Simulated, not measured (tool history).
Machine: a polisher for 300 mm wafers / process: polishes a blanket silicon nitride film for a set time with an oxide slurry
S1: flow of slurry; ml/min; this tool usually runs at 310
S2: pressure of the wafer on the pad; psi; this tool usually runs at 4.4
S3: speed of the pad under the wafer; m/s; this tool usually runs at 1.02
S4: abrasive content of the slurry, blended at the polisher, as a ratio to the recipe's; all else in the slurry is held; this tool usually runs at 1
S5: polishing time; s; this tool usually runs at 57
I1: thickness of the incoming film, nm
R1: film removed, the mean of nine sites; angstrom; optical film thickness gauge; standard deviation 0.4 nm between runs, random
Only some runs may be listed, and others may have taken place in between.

| run | day | S1 | S2 | S3 | S4 | S5 | I1 | R1 |
|---|---|---|---|---|---|---|---|---|
| 1 | 0 | 310 | 4.4 | 1.02 | 1 | 57 | 431.9 | 536 |
|  | 3.942 | slurry blender recalibrated |
| 2 | 4.062 | 310 | 4.4 | 1.02 | 1 | 57 | 438.1 | 536 |
|  | 5.675 | conditioning disc replaced and pad reconditioned |
| 3 | 7.458 | 310 | 4.4 | 1.02 | 1 | 57 | 427.4 | 538 |
|  | 7.742 | worn pad replaced by a new one |
| 4 | 11.496 | 310 | 4.4 | 1.02 | 1 | 57 | 430.4 | 527 |
| 5 | 14.55 | 310 | 4.4 | 0.92 | 1 | 57 | 432 | 487 |
|  | 15.225 | slurry blender recalibrated |
| 6 | 17.221 | 310 | 4.4 | 0.92 | 1 | 57 | 434.5 | 477 |
|  | 17.362 | slurry nozzle cleaned |
|  | 18.8 | conditioning disc replaced and pad reconditioned |
| 7 | 18.821 | 385 | 4.4 | 1.02 | 1 | 57 | 436.9 | 555 |
|  | 21.625 | worn pad replaced by a new one |
| 8 | 27.712 | 310 | 3.3 | 1.02 | 1 | 57 | 439.9 | 412 |
|  | 28.938 | slurry blender recalibrated |
| 9 | 30.804 | 310 | 3.3 | 1.02 | 1 | 57 | 430 | 406 |
| 10 | 32.583 | 310 | 4.4 | 1.02 | 1.2 | 57 | 428.4 | 587 |
|  | 33.183 | conditioning disc replaced and pad reconditioned |
|  | 33.621 | worn pad replaced by a new one |
| 11 | 34.454 | 310 | 4.4 | 1.02 | 1 | 66 | 438.3 | 614 |
|  | 35.054 | head pressure recalibrated |
| 12 | 37.758 | 310 | 4.4 | 1.02 | 1 | 57 | 428.4 | 506 |
|  | 40.308 | slurry nozzle cleaned |
| 13 | 41.767 | 415 | 4.4 | 1.02 | 1 | 68 | 426.1 | 653 |
|  | 43.679 | slurry blender recalibrated |
| 14 | 44.283 | 385 | 4.4 | 1.02 | 1 | 57 | 433.1 | 542 |
|  | 44.808 | conditioning disc replaced and pad reconditioned |
| 15 | 46.379 | 310 | 3.2 | 1.02 | 1 | 57 | 428.3 | 383 |
|  | 47.317 | worn pad replaced by a new one |
| 16 | 50.721 | 360 | 3.1 | 0.68 | 1 | 50 | 433.8 | 242 |
|  | 56.146 | slurry blender recalibrated |
|  | 58.483 | conditioning disc replaced and pad reconditioned |
|  | 59.738 | slurry nozzle cleaned |
|  | 61.746 | worn pad replaced by a new one |
| 17 | 61.767 | 310 | 5 | 1.2 | 1.1 | 57 | 426.2 | 744 |
| 18 | 65.183 | 310 | 4.4 | 1.02 | 1 | 57 | 434.1 | 546 |

Below are 5 alternative next runs, each starting from the tool's condition after run 18. Predict each:
| A | 65.2 | 310 | 4.4 | 1.02 | 1 | 43 | 427.7 | ? |
| B | 65.2 | 370 | 3.1 | 1.02 | 1 | 57 | 427.7 | ? |
| C | 65.2 | 215 | 4.4 | 1.02 | 1 | 39 | 427.7 | ? |
| D | 65.2 | 310 | 4.4 | 1.34 | 1 | 57 | 427.7 | ? |
| E | 65.2 | 310 | 4.4 | 1.02 | 0.9 | 57 | 427.7 | ? |

| run | R1 |
|---|---|
| A | 410 |
| B | 389 |
| C | 358 |
| D | 676 |
| E | 515 |
Had the tool no hidden state, the same runs would have come out as:
| run | R1 |
|---|---|
| A | 393 |
| B | 372 |
| C | 344 |
| D | 649 |
| E | 494 |

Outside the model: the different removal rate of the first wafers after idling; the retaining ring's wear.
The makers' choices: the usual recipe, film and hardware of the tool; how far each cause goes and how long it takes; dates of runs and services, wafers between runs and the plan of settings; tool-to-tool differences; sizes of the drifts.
